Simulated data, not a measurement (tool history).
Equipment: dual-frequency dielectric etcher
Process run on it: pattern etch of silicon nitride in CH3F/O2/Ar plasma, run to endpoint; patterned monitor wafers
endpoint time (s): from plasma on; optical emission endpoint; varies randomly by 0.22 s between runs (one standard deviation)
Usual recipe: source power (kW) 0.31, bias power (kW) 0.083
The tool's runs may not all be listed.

| run | hour | source power (kW) | bias power (kW) | incoming incoming film thickness, nm | endpoint time (s) |
|---|---|---|---|---|---|
| 1 | 0 | 0.25 | 0.098 | 29.1 | 40.7 |
| 2 | 6.6 | 0.25 | 0.098 | 29.06 | 40.5 |
| 3 | 13.7 | 0.31 | 0.088 | 29.18 | 38.3 |
| 4 | 23.2 | 0.31 | 0.088 | 29.3 | 38.3 |
| 5 | 35.1 | 0.31 | 0.083 | 29.1 | 38.9 |
| 6 | 43.4 | 0.31 | 0.083 | 29.24 | 39.1 |
| 7 | 53.1 | 0.31 | 0.083 | 29.09 | 39.4 |
| 8 | 64.7 | 0.31 | 0.083 | 28.97 | 39.3 |
| 9 | 75.8 | 0.31 | 0.083 | 29.24 | 39.2 |
| 10 | 91.3 | 0.31 | 0.098 | 29.09 | 36.4 |
| 11 | 100 | 0.31 | 0.098 | 29.36 | 36.6 |
|  | 133.1 | wet clean of the chamber |
|  | 149.9 | source power generator calibrated |
|  | 150.9 | upper electrode replaced |
| 12 | 151.4 | 0.31 | 0.098 | 29.3 | 38.5 |
| 13 | 151.7 | 0.26 | 0.067 | 29.12 | 48.7 |
| 14 | 152 | 0.31 | 0.083 | 29.21 | 40.7 |
| 15 | 160 | 0.31 | 0.094 | 29.32 | 39.1 |
| 16 | 170.1 | 0.26 | 0.096 | 29.32 | 42.3 |
| 17 | 185.8 | 0.31 | 0.083 | 29.39 | 41 |
| 18 | 199.8 | 0.25 | 0.102 | 28.9 | 41.2 |
|  | 204.6 | bias power generator calibrated |
| 19 | 209.7 | 0.23 | 0.083 | 29.11 | 46.9 |
| 20 | 217 | 0.31 | 0.083 | 29.32 | 40.9 |
| 21 | 229.9 | 0.35 | 0.083 | 29.13 | 38.8 |
| 22 | 244.6 | 0.31 | 0.083 | 29.53 | 41.4 |
| 23 | 257.1 | 0.31 | 0.083 | 29.23 | 40.5 |
| 24 | 269.7 | 0.36 | 0.083 | 29.26 | 38 |

What if the next run were any one of these 4? Each begins from the tool's condition after run 24:
| A | 270.1 | 0.31 | 0.083 | 29.29 | ? |
| B | 270.1 | 0.27 | 0.09 | 29.29 | ? |
| C | 270.1 | 0.37 | 0.092 | 29.29 | ? |
| D | 270.1 | 0.39 | 0.075 | 29.29 | ? |

| run | endpoint time (s) |
|---|---|
| A | 40.7 |
| B | 42 |
| C | 36.1 |
| D | 38.2 |
Stripped of hidden state, with their random variation kept, the same runs would have yielded:
| run | endpoint time (s) |
|---|---|
| A | 40.9 |
| B | 42.2 |
| C | 36.2 |
| D | 38.3 |

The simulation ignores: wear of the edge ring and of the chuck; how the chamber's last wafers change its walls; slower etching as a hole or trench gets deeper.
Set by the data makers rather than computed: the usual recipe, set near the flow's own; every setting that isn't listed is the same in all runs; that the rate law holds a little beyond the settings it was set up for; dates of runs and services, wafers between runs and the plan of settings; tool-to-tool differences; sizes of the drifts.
